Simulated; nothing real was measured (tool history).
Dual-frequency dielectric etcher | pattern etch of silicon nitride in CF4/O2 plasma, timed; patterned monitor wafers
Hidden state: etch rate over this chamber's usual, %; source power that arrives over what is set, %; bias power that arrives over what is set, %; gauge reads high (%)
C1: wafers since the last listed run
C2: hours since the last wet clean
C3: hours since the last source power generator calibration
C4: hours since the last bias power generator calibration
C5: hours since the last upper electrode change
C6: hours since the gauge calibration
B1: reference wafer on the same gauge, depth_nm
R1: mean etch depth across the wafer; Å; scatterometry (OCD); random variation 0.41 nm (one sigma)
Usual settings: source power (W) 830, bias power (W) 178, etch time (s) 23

{"run": 1, "day": 0.0, "source power (W)": 830, "bias power (W)": 178, "etch time (s)": 28.5, "C1": 0, "C2": 290.9, "C3": 3239.6, "C4": 995.2, "C5": 2735.8, "C6": 525, "B1": 64.6, "R1": 1008}
{"run": 2, "day": 3.288, "source power (W)": 830, "bias power (W)": 178, "etch time (s)": 23, "C1": 1247, "C2": 369.8, "C3": 3318.5, "C4": 1074.1, "C5": 2814.7, "C6": 603.9, "B1": 64.5, "R1": 821}
{"run": 3, "day": 5.542, "source power (W)": 830, "bias power (W)": 178, "etch time (s)": 23, "C1": 855, "C2": 423.9, "C3": 3372.6, "C4": 1128.2, "C5": 2868.8, "C6": 658, "B1": 64.6, "R1": 815}
{"run": 4, "day": 8.408, "source power (W)": 830, "bias power (W)": 178, "etch time (s)": 23, "C1": 1087, "C2": 492.7, "C3": 3441.4, "C4": 1197, "C5": 2937.6, "C6": 726.8, "B1": 64.6, "R1": 814}
{"day": 10.042, "done": "wet clean of the chamber"}
{"run": 5, "day": 12.125, "source power (W)": 830, "bias power (W)": 178, "etch time (s)": 23, "C1": 1030, "C2": 50, "C3": 3530.6, "C4": 1286.2, "C5": 3026.8, "C6": 816, "B1": 64.6, "R1": 825}
{"run": 6, "day": 14.308, "source power (W)": 830, "bias power (W)": 200, "etch time (s)": 23, "C1": 828, "C2": 102.4, "C3": 3583, "C4": 1338.6, "C5": 3079.2, "C6": 868.4, "B1": 64.7, "R1": 857}
{"run": 7, "day": 18.025, "source power (W)": 830, "bias power (W)": 200, "etch time (s)": 23, "C1": 1410, "C2": 191.6, "C3": 3672.2, "C4": 1427.8, "C5": 3168.4, "C6": 957.6, "B1": 64.6, "R1": 846}
{"run": 8, "day": 22.154, "source power (W)": 830, "bias power (W)": 200, "etch time (s)": 23, "C1": 1566, "C2": 290.7, "C3": 3771.3, "C4": 1526.9, "C5": 3267.5, "C6": 1056.7, "B1": 64.5, "R1": 843}
{"day": 23.471, "done": "source power generator calibrated"}
{"day": 32.15, "done": "wet clean of the chamber"}
{"run": 9, "day": 32.171, "source power (W)": 770, "bias power (W)": 178, "etch time (s)": 19.5, "C1": 3358, "C2": 0.5, "C3": 208.8, "C4": 1767.3, "C5": 3507.9, "C6": 1297.1, "B1": 64.6, "R1": 628}
{"day": 33.779, "done": "gauge calibrated"}
{"run": 10, "day": 33.979, "source power (W)": 770, "bias power (W)": 178, "etch time (s)": 19.5, "C1": 686, "C2": 43.9, "C3": 252.2, "C4": 1810.7, "C5": 3551.3, "C6": 4.8, "B1": 64.5, "R1": 625}
{"run": 11, "day": 37.962, "source power (W)": 890, "bias power (W)": 178, "etch time (s)": 23, "C1": 1511, "C2": 139.5, "C3": 347.8, "C4": 1906.3, "C5": 3646.9, "C6": 100.4, "B1": 64.6, "R1": 843}
{"run": 12, "day": 41.408, "source power (W)": 890, "bias power (W)": 178, "etch time (s)": 23, "C1": 1307, "C2": 222.2, "C3": 430.5, "C4": 1989, "C5": 3729.6, "C6": 183.1, "B1": 64.5, "R1": 851}
{"run": 13, "day": 43.508, "source power (W)": 890, "bias power (W)": 178, "etch time (s)": 23, "C1": 796, "C2": 272.6, "C3": 480.9, "C4": 2039.4, "C5": 3780, "C6": 233.5, "B1": 64.7, "R1": 845}
{"day": 45.483, "done": "bias power generator calibrated"}
{"day": 46.892, "done": "upper electrode replaced"}
{"run": 14, "day": 47.617, "source power (W)": 670, "bias power (W)": 162, "etch time (s)": 23, "C1": 1116, "C2": 371.2, "C3": 579.5, "C4": 51.2, "C5": 17.4, "C6": 332.1, "B1": 64.7, "R1": 629}
{"run": 15, "day": 49.271, "source power (W)": 1010, "bias power (W)": 142, "etch time (s)": 28.5, "C1": 627, "C2": 410.9, "C3": 619.2, "C4": 90.9, "C5": 57.1, "C6": 371.8, "B1": 64.6, "R1": 1109}
{"run": 16, "day": 51.817, "source power (W)": 830, "bias power (W)": 178, "etch time (s)": 23, "C1": 966, "C2": 472, "C3": 680.3, "C4": 152, "C5": 118.2, "C6": 432.9, "B1": 64.6, "R1": 791}
{"day": 54.196, "done": "wet clean of the chamber"}
{"run": 17, "day": 54.217, "source power (W)": 830, "bias power (W)": 178, "etch time (s)": 23, "C1": 531, "C2": 0.5, "C3": 737.9, "C4": 209.6, "C5": 175.8, "C6": 490.5, "B1": 64.6, "R1": 806}
{"run": 18, "day": 56.362, "source power (W)": 920, "bias power (W)": 142, "etch time (s)": 29, "C1": 814, "C2": 52, "C3": 789.4, "C4": 261.1, "C5": 227.3, "C6": 542, "B1": 64.5, "R1": 1056}
{"run": 19, "day": 57.979, "source power (W)": 830, "bias power (W)": 178, "etch time (s)": 28.5, "C1": 613, "C2": 90.8, "C3": 828.2, "C4": 299.9, "C5": 266.1, "C6": 580.8, "B1": 64.6, "R1": 997}
{"run": 20, "day": 59.488, "source power (W)": 830, "bias power (W)": 178, "etch time (s)": 23, "C1": 572, "C2": 127, "C3": 864.4, "C4": 336.1, "C5": 302.3, "C6": 617, "B1": 64.6, "R1": 803}
{"run": 21, "day": 62.388, "source power (W)": 830, "bias power (W)": 213, "etch time (s)": 29, "C1": 1100, "C2": 196.6, "C3": 934, "C4": 405.7, "C5": 371.9, "C6": 686.6, "B1": 64.6, "R1": 1063}
{"run": 22, "day": 65.5, "source power (W)": 670, "bias power (W)": 193, "etch time (s)": 16.5, "C1": 1181, "C2": 271.3, "C3": 1008.7, "C4": 480.4, "C5": 446.6, "C6": 761.3, "B1": 64.6, "R1": 481}
{"run": 23, "day": 68.338, "source power (W)": 690, "bias power (W)": 178, "etch time (s)": 25.5, "C1": 1076, "C2": 339.4, "C3": 1076.8, "C4": 548.5, "C5": 514.7, "C6": 829.4, "B1": 64.5, "R1": 741}
{"run": 24, "day": 72.112, "source power (W)": 830, "bias power (W)": 211, "etch time (s)": 26.5, "C1": 1432, "C2": 430, "C3": 1167.4, "C4": 639.1, "C5": 605.3, "C6": 920, "B1": 64.6, "R1": 960}
{"day": 74.738, "done": "wet clean of the chamber"}
{"run": 25, "day": 74.758, "source power (W)": 830, "bias power (W)": 205, "etch time (s)": 16.5, "C1": 624, "C2": 0.5, "C3": 1230.9, "C4": 702.6, "C5": 668.8, "C6": 983.5, "B1": 64.7, "R1": 605}
{"run": 26, "day": 78.233, "source power (W)": 830, "bias power (W)": 178, "etch time (s)": 23, "C1": 1318, "C2": 83.9, "C3": 1314.3, "C4": 786, "C5": 752.2, "C6": 1066.9, "B1": 64.7, "R1": 817}

Some steps in R1 between neighbouring runs. How much of each would the tool show without its hidden state too (settings, what came in, random variation), and how much is left for the hidden state, with any gauge scatter that isn't in both results?
Run 8 -> 9: source power (W) 830 -> 770, bias power (W) 200 -> 178, etch time (s) 23 -> 19.5, source power generator calibrated, wet clean of the chamber. R1 -215 Å: hidden state -26, all else -189.
Run 14 -> 15: source power (W) 670 -> 1010, bias power (W) 162 -> 142, etch time (s) 23 -> 28.5. R1 +480 Å: hidden state -4, all else +484.
Run 16 -> 17: wet clean of the chamber. R1 +15 Å: hidden state +20, all else -5.
Run 21 -> 22: source power (W) 830 -> 670, bias power (W) 213 -> 193, etch time (s) 29 -> 16.5. R1 -582 Å: hidden state -9, all else -573.

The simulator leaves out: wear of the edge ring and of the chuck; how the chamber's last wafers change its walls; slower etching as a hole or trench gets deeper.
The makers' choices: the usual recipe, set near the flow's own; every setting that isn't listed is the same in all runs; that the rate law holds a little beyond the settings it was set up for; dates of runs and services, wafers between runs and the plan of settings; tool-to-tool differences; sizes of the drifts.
